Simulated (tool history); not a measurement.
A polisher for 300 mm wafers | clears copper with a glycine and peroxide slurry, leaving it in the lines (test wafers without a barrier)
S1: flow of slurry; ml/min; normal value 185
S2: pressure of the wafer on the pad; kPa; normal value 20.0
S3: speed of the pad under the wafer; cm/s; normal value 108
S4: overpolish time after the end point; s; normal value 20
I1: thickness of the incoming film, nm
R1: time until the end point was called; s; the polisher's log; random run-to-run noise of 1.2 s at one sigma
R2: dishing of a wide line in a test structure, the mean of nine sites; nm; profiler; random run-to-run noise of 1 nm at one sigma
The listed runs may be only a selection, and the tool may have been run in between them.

run 1 hour=0.0 | S1=185 S2=20.0 S3=108 S4=20 | I1=606.7 | R1=96.9 R2=71.6
run 2 hour=7.8 | S1=185 S2=20.0 S3=108 S4=20 | I1=610.5 | R1=93.4 R2=72.4
run 3 hour=17.6 | S1=185 S2=20.0 S3=108 S4=20 | I1=615.9 | R1=99.4 R2=72.0
run 4 hour=33.0 | S1=185 S2=20.0 S3=108 S4=20 | I1=606.5 | R1=94.8 R2=70.8
run 5 hour=46.7 | S1=185 S2=20.0 S3=108 S4=20 | I1=608.1 | R1=98.1 R2=70.5
run 6 hour=54.9 | S1=135 S2=20.0 S3=108 S4=20 | I1=608.0 | R1=104.7 R2=67.7
run 7 hour=60.8 | S1=185 S2=20.0 S3=136 S4=20 | I1=619.0 | R1=72.2 R2=86.6
run 8 hour=71.7 | S1=185 S2=20.0 S3=108 S4=20 | I1=619.5 | R1=89.3 R2=75.1
run 9 hour=80.2 | S1=145 S2=20.0 S3=78 S4=20 | I1=600.1 | R1=122.6 R2=59.8
run 10 hour=89.7 | S1=150 S2=22.1 S3=108 S4=20 | I1=609.2 | R1=86.3 R2=76.8
run 11 hour=97.7 | S1=185 S2=14.5 S3=108 S4=20 | I1=607.4 | R1=103.5 R2=68.5
run 12 hour=114.1 | S1=185 S2=17.9 S3=88 S4=16 | I1=603.8 | R1=113.0 R2=51.5
run 13 hour=123.9 | S1=230 S2=13.8 S3=76 S4=20 | I1=602.9 | R1=143.5 R2=52.2
run 14 hour=130.4 | S1=185 S2=20.0 S3=108 S4=20 | I1=604.7 | R1=90.5 R2=72.9

Missing from the log above: 3 entries noted between runs. For each, name the pair of listed runs it sits between and say how the tool's hidden condition differs from the listed run just before to the listed run just after:
In the gap between runs 5 and 6: head pressure recalibrated (hour 54.4)
  removal rate lost through wear of the pad, %: 9.9 -> 10.4
  the result without the hidden state subtracted from the measured one, R1: +9.7 -> +10.9 s; R2: -5.5 -> -5.7 nm
In the gap between runs 6 and 7: worn pad replaced by a new one, of another model than before (hour 60.3)
  removal rate lost through wear of the pad, %: 10.4 -> 0.204
  the result without the hidden state subtracted from the measured one, R1: +10.9 -> +0.1 s; R2: -5.7 -> -0.1 nm
In the gap between runs 7 and 8: slurry nozzle cleaned (hour 69.3)
  removal rate lost through wear of the pad, %: 0.204 -> 0.862
  the result without the hidden state subtracted from the measured one, R1: +0.1 -> +0.7 s; R2: -0.1 -> -0.5 nm
